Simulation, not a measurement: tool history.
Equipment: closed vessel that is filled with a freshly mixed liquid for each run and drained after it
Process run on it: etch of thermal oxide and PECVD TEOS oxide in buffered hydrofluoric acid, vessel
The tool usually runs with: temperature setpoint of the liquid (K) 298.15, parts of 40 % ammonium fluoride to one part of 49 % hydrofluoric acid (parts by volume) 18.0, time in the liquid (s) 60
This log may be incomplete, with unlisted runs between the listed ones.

run     day  temperature setpoint of the liquid (K)  parts of 40 % ammonium fluoride to one part of 49 % hydrofluoric acid (parts by volume)  time in the liquid (s)  read-back film thickness of the thermal oxide reference wafer, read on the same gauge (nm)  read-back film thickness of the PECVD TEOS oxide reference wafer, read on the same gauge (nm)  thickness taken off the thermal oxide on a monitor wafer (angstrom)  thickness taken off the PECVD TEOS oxide on a monitor wafer (angstrom)
  1   0.000                                  298.15                                                                                     18.0                      60                                                                                       30.03                                                                                          89.97                                                                412.5                                                                  1197.9
  2   2.788                                  298.15                                                                                     18.0                      60                                                                                       29.96                                                                                          89.99                                                                415.2                                                                  1189.0
      3.392  -- hydrofluoric acid flow meter replaced, repeated, since the last time left the tool worse
  3   4.467                                  298.15                                                                                     18.0                      60                                                                                       29.96                                                                                          90.02                                                                396.2                                                                  1137.9
  4   5.621                                  298.15                                                                                     18.0                      60                                                                                       30.02                                                                                          89.99                                                                397.2                                                                  1143.0
  5   7.467                                  298.15                                                                                     18.0                      60                                                                                       29.98                                                                                          89.99                                                                399.6                                                                  1139.8
  6   9.746                                  298.15                                                                                     18.0                      60                                                                                       29.98                                                                                          90.00                                                                400.0                                                                  1155.5
  7  12.396                                  298.15                                                                                     18.0                      60                                                                                       29.99                                                                                          89.97                                                                398.2                                                                  1155.1
  8  14.954                                  301.65                                                                                     11.0                      30                                                                                       30.00                                                                                          89.98                                                                392.1                                                                  1124.7
     17.075  -- thermometer replaced
  9  17.538                                  298.15                                                                                     18.0                      60                                                                                       30.00                                                                                          89.98                                                                401.0                                                                  1154.2
 10  19.204                                  300.15                                                                                     18.0                      60                                                                                       29.94                                                                                          90.01                                                                447.3                                                                  1285.5
 11  22.079                                  298.15                                                                                     18.0                      90                                                                                       29.97                                                                                          89.97                                                                604.1                                                                  1733.0
     24.108  -- hydrofluoric acid flow meter replaced
 12  24.550                                  298.15                                                                                     18.0                      60                                                                                       29.99                                                                                          90.01                                                                397.4                                                                  1145.2
 13  25.938                                  294.65                                                                                     12.0                      60                                                                                       30.01                                                                                          89.99                                                                490.2                                                                  1406.9
 14  34.212                                  295.65                                                                                     14.0                      35                                                                                       29.96                                                                                          90.00                                                                259.8                                                                   750.4
 15  35.929                                  298.15                                                                                     13.5                      60                                                                                       29.98                                                                                          90.00                                                                528.4                                                                  1523.6
 16  38.042                                  293.65                                                                                     15.5                      50                                                                                       30.01                                                                                          90.02                                                                301.7                                                                   875.1
 17  39.179                                  296.65                                                                                     24.5                      75                                                                                       29.98                                                                                          90.00                                                                361.6                                                                  1045.6
 18  41.712                                  298.15                                                                                     13.0                      95                                                                                       29.97                                                                                          90.01                                                                877.8                                                                  2551.1
 19  43.571                                  298.15                                                                                     22.5                      60                                                                                       30.02                                                                                          90.01                                                                333.4                                                                   968.6
 20  44.721                                  300.65                                                                                     14.5                      75                                                                                       29.99                                                                                          89.94                                                                710.4                                                                  2055.8
     44.888  -- thermometer replaced
     46.358  -- hydrofluoric acid flow meter replaced
 21  53.183                                  298.15                                                                                     18.0                      60                                                                                       29.98                                                                                          89.98                                                                399.4                                                                  1146.5
 22  54.308                                  298.15                                                                                     15.0                      90                                                                                       29.99                                                                                          90.01                                                                708.7                                                                  2054.9
 23  56.992                                  300.65                                                                                     18.0                      60                                                                                       29.96                                                                                          90.02                                                                458.4                                                                  1322.8
 24  58.233                                  300.65                                                                                     24.5                      30                                                                                       30.00                                                                                          89.94                                                                179.0                                                                   518.6
 25  60.425                                  298.15                                                                                     22.5                      35                                                                                       29.94                                                                                          90.03                                                                193.9                                                                   561.1
 26  62.179                                  302.15                                                                                     22.5                      60                                                                                       29.99                                                                                          90.04                                                                409.1                                                                  1186.1

Table of differences, measured result less the result of that run with no hidden state. Run-to-run variation is the same in both. Gauge scatter possibly is not:
Hidden conditions of the tool in this case: liquid colder than its thermometer reads (K); hydrofluoric acid flow above the setpoint (%); gauge reads high (%).
run  thickness taken off the thermal oxide on a monitor wafer (angstrom)  thickness taken off the PECVD TEOS oxide on a monitor wafer (angstrom)
  1                                                                +17.3                                                                   +50.0
  2                                                                +18.1                                                                   +52.0
  3                                                                 +0.5                                                                    +1.5
  4                                                                 +0.9                                                                    +2.6
  5                                                                 +1.5                                                                    +4.3
  6                                                                 +2.2                                                                    +6.4
  7                                                                 +3.0                                                                    +8.8
  8                                                                 +3.7                                                                   +10.6
  9                                                                 +4.7                                                                   +13.4
 10                                                                 +5.7                                                                   +16.6
 11                                                                 +9.1                                                                   +26.2
 12                                                                 +0.5                                                                    +1.4
 13                                                                 +1.2                                                                    +3.3
 14                                                                 +2.3                                                                    +6.6
 15                                                                 +5.4                                                                   +15.4
 16                                                                 +3.5                                                                   +10.4
 17                                                                 +3.3                                                                    +9.4
 18                                                                +12.8                                                                   +37.1
 19                                                                 +3.7                                                                   +10.9
 20                                                                +12.0                                                                   +34.7
 21                                                                 +2.2                                                                    +6.3
 22                                                                 +4.5                                                                   +13.0
 23                                                                 +3.8                                                                   +11.2
 24                                                                 +1.2                                                                    +3.4
 25                                                                 +1.5                                                                    +4.4
 26                                                                 +3.5                                                                   +10.3
